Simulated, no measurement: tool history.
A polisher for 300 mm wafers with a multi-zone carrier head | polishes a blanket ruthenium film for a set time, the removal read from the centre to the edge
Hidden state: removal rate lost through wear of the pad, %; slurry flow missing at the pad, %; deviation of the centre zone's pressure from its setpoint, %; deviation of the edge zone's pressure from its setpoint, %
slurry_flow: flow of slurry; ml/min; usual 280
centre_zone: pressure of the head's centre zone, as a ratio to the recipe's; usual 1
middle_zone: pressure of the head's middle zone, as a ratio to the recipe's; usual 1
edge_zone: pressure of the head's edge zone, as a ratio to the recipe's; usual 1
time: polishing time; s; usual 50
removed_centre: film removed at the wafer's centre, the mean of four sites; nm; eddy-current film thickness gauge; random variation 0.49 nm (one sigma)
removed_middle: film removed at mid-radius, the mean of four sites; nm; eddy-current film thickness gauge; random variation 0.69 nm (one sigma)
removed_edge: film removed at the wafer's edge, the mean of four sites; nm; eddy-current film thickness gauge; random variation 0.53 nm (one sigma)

run,hour,slurry_flow,centre_zone,middle_zone,edge_zone,time,wafers since the last listed run,wafers polished on this pad,hours since the slurry nozzle was cleaned,hours since the centre zone pressure was calibrated,hours since the edge zone pressure was calibrated,hours since the carrier head's membrane was replaced,"incoming thickness of the incoming film, nm",removed_centre,removed_middle,removed_edge
1,0,210,1.12,1,1.12,50,0,56,273.1,1187.7,8,60.9,452.3,68.8,63,68.2
2,11.4,240,0.92,1,1,65,95,151,284.5,1199.1,19.4,72.3,450.5,75.9,79.8,84.7
3,22.1,280,1.04,0.89,1.1,50,89,240,295.2,1209.8,30.1,83,453.5,65.6,60,68.1
4,38.9,280,1,0.93,1,50,140,380,312,1226.6,46.9,99.8,449.9,62.6,59.7,64.5
5,52.3,240,1,0.97,1,39,111,492,325.4,1240,60.3,113.2,447.7,47.6,45.4,49.2
6,59.3,280,1,1,0.94,50,58,550,332.4,1247,67.3,120.2,457.8,61.7,62.4,61.4
7,70.5,280,1.03,1,1,50,93,644,343.6,1258.2,78.5,131.4,447.7,63.3,61.3,61.6
8,82.8,345,1.04,1,1.06,50,102,746,355.9,1270.5,90.8,143.7,448.5,64.8,61.5,64.9
9,100.1,280,1,1,1,50,144,891,373.2,1287.8,108.1,161,452.3,59.4,58.8,62.3
# hour 105.8: centre zone pressure recalibrated
# hour 112.4: worn pad replaced by a new one
10,112.9,280,1,1,1,50,56,4,386,7.1,120.9,173.8,448.3,65.9,64.7,66.3
11,118.1,280,1,1,0.95,50,43,47,391.2,12.3,126.1,179,447.1,64.9,65.2,64.6
12,127.6,280,0.93,0.91,1.06,66,79,127,400.7,21.8,135.6,188.5,453.1,78.6,79.2,89.4
13,136.7,365,1,0.93,1.09,50,75,203,409.8,30.9,144.7,197.6,454.4,66.4,61.2,70.2

The next listed run, before its measurement:
# hour 141.2: slurry nozzle cleaned
14,144.5,280,1,1,0.95,66,56,259,3.3,38.7,152.5,205.4,446.8,?,?,?

removed_centre: 84.3 nm
removed_middle: 82.3 nm
removed_edge: 83.2 nm
Without the tool's hidden state the same run would have given removed_centre 86.5 nm, removed_middle 84.4 nm, removed_edge 85.4 nm.

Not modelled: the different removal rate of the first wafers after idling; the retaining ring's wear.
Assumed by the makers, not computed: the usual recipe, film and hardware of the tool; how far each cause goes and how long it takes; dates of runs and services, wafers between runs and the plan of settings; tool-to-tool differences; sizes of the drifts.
